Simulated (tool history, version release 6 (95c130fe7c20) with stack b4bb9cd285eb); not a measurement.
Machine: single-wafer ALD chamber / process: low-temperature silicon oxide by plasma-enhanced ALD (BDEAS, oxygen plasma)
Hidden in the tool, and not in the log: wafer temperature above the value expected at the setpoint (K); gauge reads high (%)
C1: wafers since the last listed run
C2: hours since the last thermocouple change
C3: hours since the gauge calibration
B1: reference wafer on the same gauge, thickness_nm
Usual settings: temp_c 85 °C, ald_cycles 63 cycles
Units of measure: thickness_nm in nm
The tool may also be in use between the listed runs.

{"run": 1, "hour": 0.0, "temp_c": 85, "ald_cycles": 59, "C1": 0, "C2": 2636.1, "C3": 78.6, "B1": 9.111, "thickness_nm": 8.238}
{"run": 2, "hour": 23.6, "temp_c": 85, "ald_cycles": 59, "C1": 121, "C2": 2659.7, "C3": 102.2, "B1": 9.111, "thickness_nm": 8.218}
{"run": 3, "hour": 52.4, "temp_c": 82, "ald_cycles": 63, "C1": 148, "C2": 2688.5, "C3": 131, "B1": 9.102, "thickness_nm": 8.876}
{"run": 4, "hour": 83.5, "temp_c": 82, "ald_cycles": 63, "C1": 159, "C2": 2719.6, "C3": 162.1, "B1": 9.095, "thickness_nm": 8.898}
{"run": 5, "hour": 112.4, "temp_c": 85, "ald_cycles": 63, "C1": 148, "C2": 2748.5, "C3": 191, "B1": 9.087, "thickness_nm": 8.765}
{"run": 6, "hour": 132.3, "temp_c": 85, "ald_cycles": 63, "C1": 102, "C2": 2768.4, "C3": 210.9, "B1": 9.083, "thickness_nm": 8.788}
{"run": 7, "hour": 153.1, "temp_c": 85, "ald_cycles": 63, "C1": 106, "C2": 2789.2, "C3": 231.7, "B1": 9.07, "thickness_nm": 8.762}
{"run": 8, "hour": 167.3, "temp_c": 92, "ald_cycles": 63, "C1": 72, "C2": 2803.4, "C3": 245.9, "B1": 9.062, "thickness_nm": 8.514}
{"run": 9, "hour": 195.5, "temp_c": 77, "ald_cycles": 63, "C1": 144, "C2": 2831.6, "C3": 274.1, "B1": 9.05, "thickness_nm": 8.989}
{"run": 10, "hour": 208.2, "temp_c": 85, "ald_cycles": 63, "C1": 65, "C2": 2844.3, "C3": 286.8, "B1": 9.042, "thickness_nm": 8.742}
{"run": 11, "hour": 239.1, "temp_c": 85, "ald_cycles": 63, "C1": 158, "C2": 2875.2, "C3": 317.7, "B1": 9.025, "thickness_nm": 8.751}
{"run": 12, "hour": 253.5, "temp_c": 85, "ald_cycles": 63, "C1": 74, "C2": 2889.6, "C3": 332.1, "B1": 9.018, "thickness_nm": 8.718}
{"hour": 267.6, "done": "gauge calibrated"}
{"run": 13, "hour": 284.1, "temp_c": 80, "ald_cycles": 68, "C1": 157, "C2": 2920.2, "C3": 16.5, "B1": 9.125, "thickness_nm": 9.711}
{"run": 14, "hour": 306.4, "temp_c": 77, "ald_cycles": 56, "C1": 114, "C2": 2942.5, "C3": 38.8, "B1": 9.129, "thickness_nm": 8.094}
{"run": 15, "hour": 320.9, "temp_c": 96, "ald_cycles": 70, "C1": 74, "C2": 2957, "C3": 53.3, "B1": 9.128, "thickness_nm": 9.361}
{"hour": 343.6, "done": "thermocouple changed; heater temperature recalibrated"}
{"run": 16, "hour": 349.0, "temp_c": 76, "ald_cycles": 60, "C1": 103, "C2": 5.4, "C3": 81.4, "B1": 9.123, "thickness_nm": 8.698}
{"run": 17, "hour": 380.2, "temp_c": 77, "ald_cycles": 73, "C1": 160, "C2": 36.6, "C3": 112.6, "B1": 9.117, "thickness_nm": 10.489}
{"run": 18, "hour": 413.2, "temp_c": 78, "ald_cycles": 71, "C1": 169, "C2": 69.6, "C3": 145.6, "B1": 9.109, "thickness_nm": 10.207}
{"run": 19, "hour": 448.0, "temp_c": 85, "ald_cycles": 63, "C1": 178, "C2": 104.4, "C3": 180.4, "B1": 9.098, "thickness_nm": 8.762}
{"run": 20, "hour": 479.0, "temp_c": 85, "ald_cycles": 63, "C1": 159, "C2": 135.4, "C3": 211.4, "B1": 9.092, "thickness_nm": 8.756}

Run 21 is up next; what results do you expect?
{"run": 21, "hour": 494.5, "temp_c": 75, "ald_cycles": 75, "C1": 79, "C2": 150.9, "C3": 226.9, "B1": "?", "thickness_nm": "?"}

Run 21 gave B1 9.081, thickness_nm 10.89 nm.
The same run, on a tool lacking any hidden state, would have yielded thickness_nm 10.936 nm.

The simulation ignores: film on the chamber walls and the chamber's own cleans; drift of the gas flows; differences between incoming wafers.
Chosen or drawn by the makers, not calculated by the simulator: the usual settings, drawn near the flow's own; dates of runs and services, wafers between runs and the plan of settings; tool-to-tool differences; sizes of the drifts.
